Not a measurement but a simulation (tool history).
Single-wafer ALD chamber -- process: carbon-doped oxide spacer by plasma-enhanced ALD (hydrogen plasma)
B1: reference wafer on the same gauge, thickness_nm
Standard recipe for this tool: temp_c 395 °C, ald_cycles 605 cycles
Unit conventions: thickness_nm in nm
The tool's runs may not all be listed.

Run 1, hour 0.0: usual settings; B1 30.393. Result: thickness_nm 31.768 nm.
Run 2, hour 15.9: usual settings; B1 30.422. Result: thickness_nm 31.788 nm.
Run 3, hour 25.1: usual settings but ald_cycles 512 cycles; B1 30.405. Result: thickness_nm 26.657 nm.
Run 4, hour 38.9: usual settings but ald_cycles 512 cycles; B1 30.396. Result: thickness_nm 26.839 nm.
Run 5, hour 52.1: usual settings but ald_cycles 512 cycles; B1 30.383. Result: thickness_nm 26.819 nm.
Run 6, hour 69.8: usual settings but ald_cycles 513 cycles; B1 30.384. Result: thickness_nm 26.753 nm.
Run 7, hour 83.8: usual settings but ald_cycles 513 cycles; B1 30.390. Result: thickness_nm 26.804 nm.
Run 8, hour 95.2: usual settings but ald_cycles 513 cycles; B1 30.389. Result: thickness_nm 26.838 nm.
Run 9, hour 105.4: usual settings but ald_cycles 556 cycles; B1 30.398. Result: thickness_nm 29.244 nm.
Run 10, hour 115.9: usual settings but temp_c 405 °C; B1 30.389. Result: thickness_nm 31.087 nm.
Run 11, hour 131.0: usual settings but temp_c 405 °C; B1 30.395. Result: thickness_nm 31.045 nm.
At hour 143.5: thermocouple changed; heater temperature recalibrated.
Run 12, hour 144.7: usual settings; B1 30.394. Result: thickness_nm 31.694 nm.
Run 13, hour 155.2: usual settings but ald_cycles 552 cycles; B1 30.403. Result: thickness_nm 28.994 nm.
Run 14, hour 163.5: usual settings but ald_cycles 552 cycles; B1 30.389. Result: thickness_nm 28.898 nm.
Run 15, hour 176.6: usual settings but ald_cycles 552 cycles; B1 30.397. Result: thickness_nm 28.859 nm.
Run 16, hour 193.4: usual settings; B1 30.412. Result: thickness_nm 31.509 nm.
Run 17, hour 202.4: usual settings; B1 30.375. Result: thickness_nm 31.733 nm.
Run 18, hour 212.3: usual settings; B1 30.393. Result: thickness_nm 31.757 nm.
Run 19, hour 222.7: usual settings but temp_c 401 °C, ald_cycles 494 cycles; B1 30.404. Result: thickness_nm 25.737 nm.
Run 20, hour 233.8: usual settings but temp_c 405 °C, ald_cycles 688 cycles; B1 30.408. Result: thickness_nm 35.412 nm.
Run 21, hour 251.8: usual settings but temp_c 390 °C, ald_cycles 641 cycles; B1 30.378. Result: thickness_nm 33.504 nm.
At hour 289.7: gauge calibrated.
Run 22, hour 298.2: usual settings; B1 30.422. Result: thickness_nm 31.783 nm.
Run 23, hour 313.8: usual settings but temp_c 389 °C; B1 30.371. Result: thickness_nm 31.663 nm.
Run 24, hour 329.2: usual settings but temp_c 386 °C, ald_cycles 636 cycles; B1 30.391. Result: thickness_nm 33.228 nm.
Run 25, hour 346.4: usual settings but temp_c 391 °C, ald_cycles 717 cycles; B1 30.410. Result: thickness_nm 37.667 nm.
Run 26, hour 356.5: usual settings but temp_c 388 °C, ald_cycles 508 cycles; B1 30.398. Result: thickness_nm 26.526 nm.
Run 27, hour 365.4: usual settings but temp_c 390 °C; B1 30.394. Result: thickness_nm 31.675 nm.
Run 28, hour 382.9: usual settings but temp_c 390 °C, ald_cycles 488 cycles; B1 30.414. Result: thickness_nm 25.578 nm.
Run 29, hour 390.7: usual settings; B1 30.402. Result: thickness_nm 31.578 nm.
Run 30, hour 401.4: usual settings; B1 30.395. Result: thickness_nm 31.662 nm.
Run 31, hour 408.4: usual settings but temp_c 399 °C, ald_cycles 567 cycles; B1 30.406. Result: thickness_nm 29.770 nm.
Run 32, hour 424.0: usual settings; B1 30.399. Result: thickness_nm 31.544 nm.
Run 33, hour 440.8: usual settings; B1 30.403. Result: thickness_nm 31.764 nm.
Run 34, hour 451.1: usual settings but temp_c 387 °C, ald_cycles 533 cycles; B1 30.420. Result: thickness_nm 27.889 nm.
Run 35, hour 465.4: usual settings but temp_c 401 °C; B1 30.398. Result: thickness_nm 31.476 nm.

Predict the results of run 36:
Run 36, hour 477.2: usual settings but temp_c 406 °C; B1 ?. Result: thickness_nm ?.

{"run 36": {"B1": 30.388, "thickness_nm": 30.832}}
With the hidden condition absent and the run-to-run variation left alone, this run would have shown thickness_nm 30.832 nm.
